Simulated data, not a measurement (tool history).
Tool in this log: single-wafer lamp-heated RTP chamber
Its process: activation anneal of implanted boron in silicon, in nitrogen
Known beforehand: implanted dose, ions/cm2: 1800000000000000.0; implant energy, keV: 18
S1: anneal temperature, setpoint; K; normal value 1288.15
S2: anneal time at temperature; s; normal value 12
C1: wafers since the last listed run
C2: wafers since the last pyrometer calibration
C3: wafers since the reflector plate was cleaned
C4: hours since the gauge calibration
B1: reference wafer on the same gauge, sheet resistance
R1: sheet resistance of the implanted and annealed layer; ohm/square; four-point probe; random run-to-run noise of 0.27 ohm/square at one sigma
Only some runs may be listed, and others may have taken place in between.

run	hour	S1	S2	C1	C2	C3	C4	B1	R1
1	0	1288.15	12	0	321	1956	110.5	86.91	80.87
2	14.3	1288.15	12	246	568	2203	124.8	86.86	80.23
3	26.4	1288.15	12	208	777	2412	136.9	86.92	80.68
4	37	1305.15	12	182	960	2595	147.5	86.89	76.25
5	46.8	1288.15	12	169	1129	2764	157.3	86.92	80.05
6	59.7	1288.15	12	222	1352	2987	170.2	86.87	80.2
7	71.2	1288.15	12	198	1550	3185	181.7	86.82	80.02
8	110.8	1288.15	12	683	2234	3868	221.3	86.94	80.48
9	124.4	1288.15	12	234	2468	4103	234.9	86.92	80.32
10	131.7	1288.15	12	125	2594	4229	242.2	86.92	79.98
11	147.3	1288.15	15	269	2864	4498	257.8	86.86	79.48
# hour 159.2: gauge calibrated
12	163	1288.15	14	270	3135	4769	3.8	86.9	79.92
13	175	1288.15	14	207	3342	4976	15.8	86.96	80.21
14	183.8	1288.15	7	151	3494	5128	24.6	86.86	82.18
15	199.7	1288.15	7	274	3768	5403	40.5	86.91	82
16	214.6	1260.15	9	257	4025	5660	55.4	86.91	92.52
17	228.6	1288.15	12	241	4267	5902	69.4	86.91	80.51
18	239.6	1310.15	16	189	4457	6091	80.4	86.89	74.46
19	252.4	1274.15	17	220	4677	6312	93.2	86.86	83.02
# hour 262.7: pyrometer window cleaned and pyrometer calibrated
20	263.2	1278.15	9	48	9	6361	104	86.89	84.13
21	300.1	1296.15	6	636	645	6997	140.9	86.84	81
22	307.1	1297.15	14	120	766	7118	147.9	86.89	77.27
23	317.4	1288.15	7	177	944	7296	158.2	86.92	82.4
# hour 345.8: reflector plate cleaned
24	358.8	1288.15	12	576	1520	223	199.6	86.92	80.68
25	369.7	1296.15	6	188	1709	411	210.5	86.9	79.92
26	381.8	1308.15	12	208	1917	620	222.6	86.86	75.39
27	391.4	1276.15	6	165	2083	786	232.2	86.94	86.47
28	407.6	1288.15	8	279	2363	1066	248.4	86.93	81.98
29	417.4	1262.15	5	169	2532	1235	258.2	86.87	94.53
30	425.2	1288.15	12	134	2666	1369	266	86.97	80.19
31	442.4	1264.15	5	296	2963	1666	283.2	86.91	93.45

Entry by entry between the runs, the difference in hidden state between the last listed run before and the first listed run after:
Runs 11 to 12: gauge calibrated (hour 159.2)
  no hidden state differs between the two runs
Runs 19 to 20: pyrometer window cleaned and pyrometer calibrated (hour 262.7)
  no hidden state differs between the two runs
Runs 23 to 24: reflector plate cleaned (hour 345.8)
  no hidden state differs between the two runs
